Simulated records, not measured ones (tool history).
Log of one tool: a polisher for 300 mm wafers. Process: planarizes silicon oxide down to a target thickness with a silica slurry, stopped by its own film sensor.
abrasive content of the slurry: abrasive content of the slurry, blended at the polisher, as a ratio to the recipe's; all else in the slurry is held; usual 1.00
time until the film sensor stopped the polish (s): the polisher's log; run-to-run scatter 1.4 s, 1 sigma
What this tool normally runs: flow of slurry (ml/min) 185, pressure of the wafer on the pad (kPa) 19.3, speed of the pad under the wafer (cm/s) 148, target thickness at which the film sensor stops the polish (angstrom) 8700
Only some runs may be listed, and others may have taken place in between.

run,hour,flow of slurry (ml/min),pressure of the wafer on the pad (kPa),speed of the pad under the wafer (cm/s),abrasive content of the slurry,target thickness at which the film sensor stops the polish (angstrom),wafers since the last listed run,wafers polished on this pad,hours since the slurry nozzle was cleaned,hours since the head pressure was calibrated,hours since the slurry blender was calibrated,hours since the conditioning disc was replaced,"incoming thickness of the incoming film, nm",time until the film sensor stopped the polish (s)
1,0.0,185,19.3,148,1.00,8400,0,546,120.7,540.3,100.9,310.1,1101.8,110.2
2,12.2,185,19.3,148,1.00,8400,103,649,132.9,552.5,113.1,322.3,1076.6,96.8
# hour 22.4: worn pad replaced by a new one
3,22.9,185,19.3,148,1.00,8700,56,3,143.6,563.2,123.8,333.0,1078.7,87.4
# hour 35.5: slurry blender recalibrated
4,37.7,185,19.3,148,1.00,8700,108,112,158.4,578.0,2.2,347.8,1060.7,78.9
5,45.8,185,19.3,148,1.00,8700,68,180,166.5,586.1,10.3,355.9,1080.2,86.8
6,63.8,215,19.3,184,1.00,8700,151,332,184.5,604.1,28.3,373.9,1086.8,77.1
# hour 70.0: head pressure recalibrated
7,79.6,245,15.9,148,1.00,8090,116,448,200.3,9.6,44.1,389.7,1083.7,138.7
8,91.8,185,19.3,148,1.00,8700,103,552,212.5,21.8,56.3,401.9,1070.0,89.3
# hour 93.8: slurry nozzle cleaned
# hour 104.4: worn pad replaced by a new one
9,105.6,185,19.3,148,1.00,8700,74,9,11.8,35.6,70.1,415.7,1091.8,90.4
10,118.6,185,19.3,148,1.00,8700,109,119,24.8,48.6,83.1,428.7,1082.7,87.9
11,132.4,185,22.1,148,1.00,8700,116,236,38.6,62.4,96.9,442.5,1101.4,81.8
12,138.7,150,19.3,148,1.00,9060,53,289,44.9,68.7,103.2,448.8,1081.9,73.4
13,155.4,185,22.1,194,1.00,8700,141,430,61.6,85.4,119.9,465.5,1086.8,61.4
14,167.2,145,19.3,176,1.00,8080,99,530,73.4,97.2,131.7,477.3,1085.0,103.0
# hour 180.8: conditioning disc replaced and pad reconditioned
15,181.3,185,19.3,148,1.00,8700,102,632,87.5,111.3,145.8,0.5,1082.7,85.2
# hour 187.5: worn pad replaced by a new one
# hour 187.7: slurry blender recalibrated
16,190.0,185,19.3,148,0.70,8700,37,19,96.2,120.0,2.3,9.2,1100.8,110.6
17,204.2,185,19.3,148,1.00,8700,119,139,110.4,134.2,16.5,23.4,1094.9,91.4
18,217.6,165,19.3,148,1.00,9090,113,252,123.8,147.6,29.9,36.8,1090.4,75.2
19,230.6,185,19.3,192,0.85,8700,109,362,136.8,160.6,42.9,49.8,1072.4,72.0
20,246.3,230,19.3,148,1.00,8700,132,494,152.5,176.3,58.6,65.5,1077.4,82.4
21,257.9,185,19.3,148,1.00,8700,97,592,164.1,187.9,70.2,77.1,1077.8,88.8
22,264.9,185,13.8,178,0.75,9140,59,651,171.1,194.9,77.2,84.1,1079.4,95.7
# hour 280.5: worn pad replaced by a new one
23,281.0,155,19.3,122,1.00,9130,102,3,187.2,211.0,93.3,100.2,1069.6,81.1
24,293.8,135,26.2,148,1.10,8700,108,111,200.0,223.8,106.1,113.0,1076.3,67.9
25,306.2,185,22.8,148,1.00,8900,104,216,212.4,236.2,118.5,125.4,1074.8,68.3
26,319.3,185,19.3,188,1.00,8700,110,327,225.5,249.3,131.6,138.5,1089.5,77.6

Run-by-run hidden state of the tool:
removal rate lost through wear of the pad, %: 0 on each run
deviation of the head's pressure from its setpoint, %: 0 on each run
abrasive missing from the slurry, %: 0 on each run
time polished since the conditioner stopped cutting, s: 0 on each run
H1: slurry flow missing at the pad, %
run,H1
1,13.9
2,15.8
3,17.7
4,20.5
5,22.2
6,26.1
7,30
8,33.1
9,1.35
10,1.65
11,2.2
12,2.53
13,3.65
14,4.65
15,6.08
16,7.09
17,8.94
18,10.9
19,13.1
20,15.9
21,18.2
22,19.7
23,23.3
24,26.5
25,29.7
26,33.3
